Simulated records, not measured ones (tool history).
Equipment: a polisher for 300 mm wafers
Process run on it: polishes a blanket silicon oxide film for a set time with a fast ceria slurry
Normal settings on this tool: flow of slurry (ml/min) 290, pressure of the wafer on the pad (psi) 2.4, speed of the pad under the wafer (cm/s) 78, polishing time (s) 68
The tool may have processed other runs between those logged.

run    hour  flow of slurry (ml/min)  pressure of the wafer on the pad (psi)  speed of the pad under the wafer (cm/s)  polishing time (s)  incoming thickness of the incoming film, nm  film removed (nm)
  1       0                      290                                     2.4                                       78                  68                                       3350.4              680.8
  2      60                      290                                     2.4                                       78                  68                                       3372.3              680.4
  3      89                      290                                     2.4                                       78                  68                                       3378.9              680.4
      102.7  -- slurry nozzle cleaned
  4   158.2                      290                                     2.4                                       78                  68                                       3418.5              676.7
  5   221.1                      290                                     2.4                                       78                  54                                       3395.9              535.3
  6   248.3                      290                                     2.4                                       78                  54                                       3386.4              527.7
  7   281.6                      290                                       2                                       78                  84                                       3310.6              679.3
  8   353.6                      290                                       2                                       78                  84                                       3354.4              683.4
  9   389.4                      290                                     2.4                                       78                  68                                         3428              673.1
 10   429.1                      290                                     2.4                                       78                  68                                       3424.7              655.8
      436.7  -- head pressure recalibrated
 11   472.6                      290                                     2.4                                       78                  68                                       3362.3              733.7
      496.9  -- worn pad replaced by a new one
 12   540.7                      290                                     2.4                                       78                  68                                       3363.6              740.3
      545.2  -- slurry nozzle cleaned
 13   607.2                      290                                     2.6                                       78                  68                                       3376.1              785.5
 14   651.7                      290                                     2.4                                       78                  68                                       3377.8              732.6
 15   722.2                      325                                     2.4                                      100                  78                                       3328.8             1086.2
 16   780.9                      290                                     1.7                                       78                  60                                       3394.1              450.5
 17   838.9                      230                                     2.7                                       68                  68                                         3413              704.9
      897.5  -- head pressure recalibrated, repeated, since the last time left the tool worse
 18     903                      255                                     2.6                                      102                  89                                       3404.9             1264.2
      937.9  -- worn pad replaced by a new one
 19   952.6                      290                                       2                                       90                  68                                       3367.8              681.3
      973.1  -- slurry nozzle cleaned
 20   977.3                      325                                     2.4                                       78                  68                                       3406.5              688.6
 21  1026.9                      290                                     2.4                                       78                  68                                       3406.8              691.9
 22  1075.2                      290                                     2.4                                       78                  68                                       3374.6              689.4
 23  1112.6                      290                                     2.4                                       62                  68                                       3414.7              546.8
 24  1140.5                      290                                     2.4                                       94                  68                                       3421.2              835.3
 25  1171.5                      320                                     2.4                                       56                  68                                       3382.8              491.4
 26  1222.4                      385                                     2.9                                      100                  92                                       3387.5             1472.2
 27  1384.2                      290                                       2                                       90                  68                                       3411.6              649.7
     1399.9  -- worn pad replaced by a new one
 28    1425                      345                                     2.4                                       78                  48                                       3380.3              481.7
     1448.3  -- slurry nozzle cleaned
 29  1473.7                      290                                     2.4                                      104                  56                                       3388.4              745.7
 30  1539.6                      390                                     2.4                                       78                  83                                         3391              828.2
     1555.5  -- head pressure recalibrated
 31  1567.7                      290                                     2.4                                       78                  68                                         3332                697
 32  1717.6                      230                                     1.7                                       64                  55                                       3422.6              316.8
 33  1765.4                      290                                     2.4                                       78                  68                                       3364.9              673.2
 34  1819.7                      290                                     2.4                                       78                  68                                       3399.3              673.7
     1844.4  -- worn pad replaced by a new one
 35    1888                      290                                     2.8                                       78                  68                                       3363.7              793.3
     1902.1  -- slurry nozzle cleaned
 36  1954.2                      290                                     2.4                                       78                  68                                       3401.6              665.6
 37  2007.2                      190                                     2.9                                       68                  84                                       3373.8              857.6

The same runs without the tool's hidden state, with the same run-to-run variation:
What the log doesn't record here: removal rate lost through wear of the pad, %; slurry flow missing at the pad, %; deviation of the head's pressure from its setpoint, %.
run  film removed (nm)
  1              691.2
  2              693.5
  3              694.9
  4              694.2
  5              551.5
  6              544.6
  7              702.6
  8              710.3
  9              701.3
 10              685.1
 11              687.3
 12              696.4
 13              741.9
 14              693.8
 15             1033.1
 16                430
 17              675.3
 18             1256.5
 19              679.4
 20              687.7
 21              693.2
 22              692.9
 23              550.9
 24              843.1
 25                497
 26             1493.9
 27              666.3
 28              495.4
 29              769.4
 30              858.2
 31              701.7
 32                322
 33              686.5
 34              689.5
 35              815.6
 36              687.3
 37              888.8

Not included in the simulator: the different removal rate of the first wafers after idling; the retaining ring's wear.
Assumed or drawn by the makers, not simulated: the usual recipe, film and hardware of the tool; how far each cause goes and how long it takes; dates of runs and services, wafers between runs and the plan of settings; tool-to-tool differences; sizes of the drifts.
